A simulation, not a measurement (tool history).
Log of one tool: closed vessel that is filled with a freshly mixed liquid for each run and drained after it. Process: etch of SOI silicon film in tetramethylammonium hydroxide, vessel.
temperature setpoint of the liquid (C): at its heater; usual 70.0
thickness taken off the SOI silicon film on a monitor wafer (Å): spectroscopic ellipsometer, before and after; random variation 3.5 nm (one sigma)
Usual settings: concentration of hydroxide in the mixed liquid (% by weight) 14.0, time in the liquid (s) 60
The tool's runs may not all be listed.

| run | day | temperature setpoint of the liquid (C) | concentration of hydroxide in the mixed liquid (% by weight) | time in the liquid (s) | wafers since the last listed run | hours since the thermometer was replaced | hours since the hydroxide flow meter was replaced | hours since the gauge calibration | read-back film thickness of the SOI silicon film reference wafer, read on the same gauge (nm) | thickness taken off the SOI silicon film on a monitor wafer (Å) |
|---|---|---|---|---|---|---|---|---|---|---|
| 1 | 0.000 | 70.0 | 14.0 | 60 | 0 | 1598.6 | 292.1 | 34.5 | 39.85 | 3624.6 |
| 2 | 2.867 | 70.0 | 14.0 | 60 | 7258 | 1667.4 | 360.9 | 103.3 | 39.57 | 3571.0 |
| 3 | 4.708 | 70.0 | 14.0 | 40 | 4662 | 1711.6 | 405.1 | 147.5 | 39.39 | 2371.6 |
| 4 | 7.200 | 67.5 | 11.0 | 60 | 6308 | 1771.4 | 464.9 | 207.3 | 39.17 | 3395.0 |
|  | 8.962 | hydroxide flow meter replaced |
| 5 | 10.417 | 70.0 | 14.0 | 60 | 8038 | 1848.6 | 34.9 | 284.5 | 38.95 | 3478.8 |
| 6 | 16.579 | 70.0 | 14.0 | 70 | 15603 | 1996.5 | 182.8 | 432.4 | 38.63 | 4070.6 |
| 7 | 18.921 | 70.0 | 14.0 | 70 | 5928 | 2052.7 | 239.0 | 488.6 | 38.53 | 4034.1 |
| 8 | 21.554 | 70.0 | 14.0 | 75 | 6667 | 2115.9 | 302.2 | 551.8 | 38.45 | 4266.8 |
|  | 22.396 | thermometer replaced |
| 9 | 22.725 | 70.0 | 12.5 | 60 | 2858 | 7.9 | 330.3 | 579.9 | 38.40 | 3658.3 |
| 10 | 24.438 | 70.0 | 14.0 | 60 | 4335 | 49.0 | 371.4 | 621.0 | 38.34 | 3508.3 |
| 11 | 25.800 | 70.0 | 14.0 | 60 | 3449 | 81.7 | 404.1 | 653.7 | 38.31 | 3465.4 |
| 12 | 27.662 | 70.0 | 14.0 | 85 | 4715 | 126.4 | 448.8 | 698.4 | 38.26 | 4891.6 |
|  | 31.988 | hydroxide flow meter replaced |
| 13 | 36.496 | 70.0 | 14.0 | 85 | 22260 | 338.4 | 108.2 | 910.4 | 38.07 | 4916.4 |
| 14 | 37.579 | 70.0 | 14.0 | 85 | 2742 | 364.4 | 134.2 | 936.4 | 38.08 | 4958.1 |
| 15 | 39.988 | 70.0 | 17.0 | 60 | 6097 | 422.2 | 192.0 | 994.2 | 38.07 | 3217.3 |
| 16 | 42.217 | 70.0 | 14.0 | 60 | 5644 | 475.7 | 245.5 | 1047.7 | 38.02 | 3467.2 |
| 17 | 43.925 | 77.0 | 14.0 | 50 | 4325 | 516.7 | 286.5 | 1088.7 | 38.00 | 4291.7 |
| 18 | 45.350 | 76.5 | 16.0 | 45 | 3608 | 550.9 | 320.7 | 1122.9 | 37.99 | 3537.3 |
| 19 | 47.883 | 67.0 | 14.0 | 60 | 6414 | 611.7 | 381.5 | 1183.7 | 37.97 | 2883.4 |
| 20 | 49.562 | 70.0 | 17.5 | 85 | 4251 | 652.0 | 421.8 | 1224.0 | 37.95 | 4462.7 |
|  | 51.804 | gauge calibrated |
| 21 | 52.125 | 70.0 | 18.0 | 90 | 6488 | 713.5 | 483.3 | 7.7 | 39.88 | 5001.6 |
| 22 | 53.429 | 70.0 | 14.0 | 70 | 3302 | 744.8 | 514.6 | 39.0 | 39.70 | 4199.9 |
| 23 | 55.471 | 70.0 | 14.0 | 60 | 5169 | 793.8 | 563.6 | 88.0 | 39.51 | 3553.5 |
|  | 57.196 | hydroxide flow meter replaced |
| 24 | 61.304 | 70.0 | 14.0 | 60 | 14664 | 933.8 | 98.6 | 228.0 | 39.03 | 3561.1 |
| 25 | 62.971 | 73.0 | 14.0 | 60 | 4219 | 973.8 | 138.6 | 268.0 | 38.89 | 4195.1 |
| 26 | 64.258 | 76.0 | 16.5 | 45 | 3259 | 1004.7 | 169.5 | 298.9 | 38.83 | 3470.6 |
| 27 | 66.483 | 70.0 | 14.0 | 85 | 5633 | 1058.1 | 222.9 | 352.3 | 38.71 | 5005.1 |
| 28 | 69.433 | 66.5 | 14.0 | 95 | 7469 | 1128.9 | 293.7 | 423.1 | 38.54 | 4534.7 |
| 29 | 72.308 | 65.0 | 17.0 | 30 | 7279 | 1197.9 | 362.7 | 492.1 | 38.40 | 1203.0 |

Forecast each of these 3 alternatives for the next run:
| A | 72.338 | 76.0 | 14.0 | 60 | 73 | 1198.6 | 363.4 | 492.8 | ? | ? |
| B | 72.338 | 77.0 | 14.0 | 60 | 73 | 1198.6 | 363.4 | 492.8 | ? | ? |
| C | 72.338 | 76.0 | 14.0 | 90 | 73 | 1198.6 | 363.4 | 492.8 | ? | ? |

| run | read-back film thickness of the SOI silicon film reference wafer, read on the same gauge (nm) | thickness taken off the SOI silicon film on a monitor wafer (Å) |
|---|---|---|
| A | 38.43 | 4953.0 |
| B | 38.43 | 5241.1 |
| C | 38.43 | 7429.5 |
Without the tool's hidden state the same runs would have given:
| run | thickness taken off the SOI silicon film on a monitor wafer (Å) |
|---|---|
| A | 5156.0 |
| B | 5456.0 |
| C | 7734.1 |
